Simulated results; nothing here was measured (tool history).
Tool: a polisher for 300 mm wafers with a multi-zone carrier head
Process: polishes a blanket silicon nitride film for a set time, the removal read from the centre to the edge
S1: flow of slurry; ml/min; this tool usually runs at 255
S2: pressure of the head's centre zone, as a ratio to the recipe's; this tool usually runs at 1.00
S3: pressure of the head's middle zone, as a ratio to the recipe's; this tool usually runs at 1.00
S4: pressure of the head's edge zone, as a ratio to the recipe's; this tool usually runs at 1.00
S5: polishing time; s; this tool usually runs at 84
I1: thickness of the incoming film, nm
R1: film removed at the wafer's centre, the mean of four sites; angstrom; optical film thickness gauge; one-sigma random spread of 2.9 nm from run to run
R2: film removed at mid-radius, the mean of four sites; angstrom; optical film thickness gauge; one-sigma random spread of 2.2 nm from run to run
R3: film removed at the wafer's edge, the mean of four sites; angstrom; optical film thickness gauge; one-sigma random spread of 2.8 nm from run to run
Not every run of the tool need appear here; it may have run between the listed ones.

run 1 hour=0.0 | S1=255 S2=1.03 S3=0.90 S4=1.03 S5=84 | I1=749.8 | R1=1693 R2=1725 R3=1897
run 2 hour=12.4 | S1=290 S2=1.00 S3=1.00 S4=1.00 S5=84 | I1=773.4 | R1=1696 R2=1894 R3=1904
run 3 hour=28.0 | S1=255 S2=0.88 S3=0.90 S4=1.00 S5=59 | I1=765.6 | R1=975 R2=1215 R3=1302
-- hour=41.7 carrier head's membrane replaced by a new one
run 4 hour=46.1 | S1=255 S2=1.00 S3=1.00 S4=1.00 S5=84 | I1=754.1 | R1=1614 R2=1862 R3=1851
run 5 hour=72.5 | S1=215 S2=1.10 S3=1.00 S4=1.00 S5=93 | I1=750.8 | R1=1910 R2=1986 R3=2006
-- hour=91.4 worn pad replaced by a new one
run 6 hour=95.8 | S1=175 S2=1.00 S3=1.00 S4=1.00 S5=109 | I1=768.9 | R1=2272 R2=2588 R3=2602
run 7 hour=115.3 | S1=310 S2=1.00 S3=1.00 S4=1.00 S5=84 | I1=744.9 | R1=1779 R2=2019 R3=2050
run 8 hour=131.6 | S1=255 S2=1.00 S3=1.05 S4=1.00 S5=102 | I1=773.8 | R1=2079 R2=2473 R3=2391
run 9 hour=161.4 | S1=255 S2=1.00 S3=1.05 S4=1.00 S5=102 | I1=762.1 | R1=2040 R2=2388 R3=2350
run 10 hour=190.2 | S1=190 S2=1.00 S3=0.95 S4=1.07 S5=74 | I1=755.4 | R1=1404 R2=1574 R3=1683
run 11 hour=210.6 | S1=175 S2=0.92 S3=1.00 S4=1.00 S5=84 | I1=761.2 | R1=1452 R2=1819 R3=1823
run 12 hour=224.0 | S1=290 S2=1.09 S3=1.00 S4=0.88 S5=84 | I1=768.7 | R1=1801 R2=1852 R3=1807
-- hour=311.4 worn pad replaced by a new one
-- hour=320.5 centre zone pressure recalibrated
run 13 hour=321.1 | S1=255 S2=1.00 S3=1.00 S4=1.00 S5=84 | I1=773.8 | R1=2012 R2=2020 R3=2024
run 14 hour=340.6 | S1=255 S2=1.00 S3=1.00 S4=1.00 S5=84 | I1=752.8 | R1=1922 R2=1957 R3=1994
run 15 hour=374.5 | S1=255 S2=1.00 S3=1.00 S4=1.00 S5=84 | I1=759.4 | R1=1867 R2=1899 R3=1930
run 16 hour=391.5 | S1=280 S2=0.88 S3=1.00 S4=1.00 S5=84 | I1=754.4 | R1=1653 R2=1875 R3=1874
run 17 hour=427.3 | S1=255 S2=1.00 S3=1.00 S4=1.00 S5=84 | I1=751.4 | R1=1789 R2=1859 R3=1870
run 18 hour=447.8 | S1=175 S2=0.94 S3=0.91 S4=1.10 S5=84 | I1=766.5 | R1=1608 R2=1660 R3=1817
run 19 hour=464.9 | S1=200 S2=0.88 S3=0.96 S4=1.00 S5=84 | I1=759.1 | R1=1522 R2=1731 R3=1816
run 20 hour=491.8 | S1=210 S2=1.00 S3=1.00 S4=1.00 S5=62 | I1=758.4 | R1=1250 R2=1294 R3=1309
run 21 hour=506.1 | S1=255 S2=0.94 S3=1.00 S4=1.00 S5=107 | I1=752.6 | R1=2049 R2=2312 R3=2289
run 22 hour=528.3 | S1=255 S2=0.93 S3=1.00 S4=1.00 S5=84 | I1=765.8 | R1=1618 R2=1810 R3=1761
-- hour=534.7 worn pad replaced by a new one
run 23 hour=574.5 | S1=255 S2=1.00 S3=1.07 S4=1.00 S5=84 | I1=766.1 | R1=1816 R2=2042 R3=1945

3 options for the next run, each taken on its own from the tool as it stands now. Forecast them:
run A hour=574.9 | S1=255 S2=1.00 S3=1.00 S4=1.00 S5=84 | I1=759.8 | R1=? R2=? R3=?
run B hour=574.9 | S1=315 S2=1.00 S3=1.00 S4=1.00 S5=109 | I1=759.8 | R1=? R2=? R3=?
run C hour=574.9 | S1=185 S2=1.00 S3=1.11 S4=1.00 S5=84 | I1=759.8 | R1=? R2=? R3=?

run=A R1=1789 R2=1916 R3=1963
run=B R1=2368 R2=2531 R3=2581
run=C R1=1730 R2=1998 R3=1916
Without the tool's unlogged condition, the same runs would have read:
run=A R1=2027 R2=2034 R3=2084
run=B R1=2683 R2=2686 R3=2741
run=C R1=1961 R2=2121 R3=2035
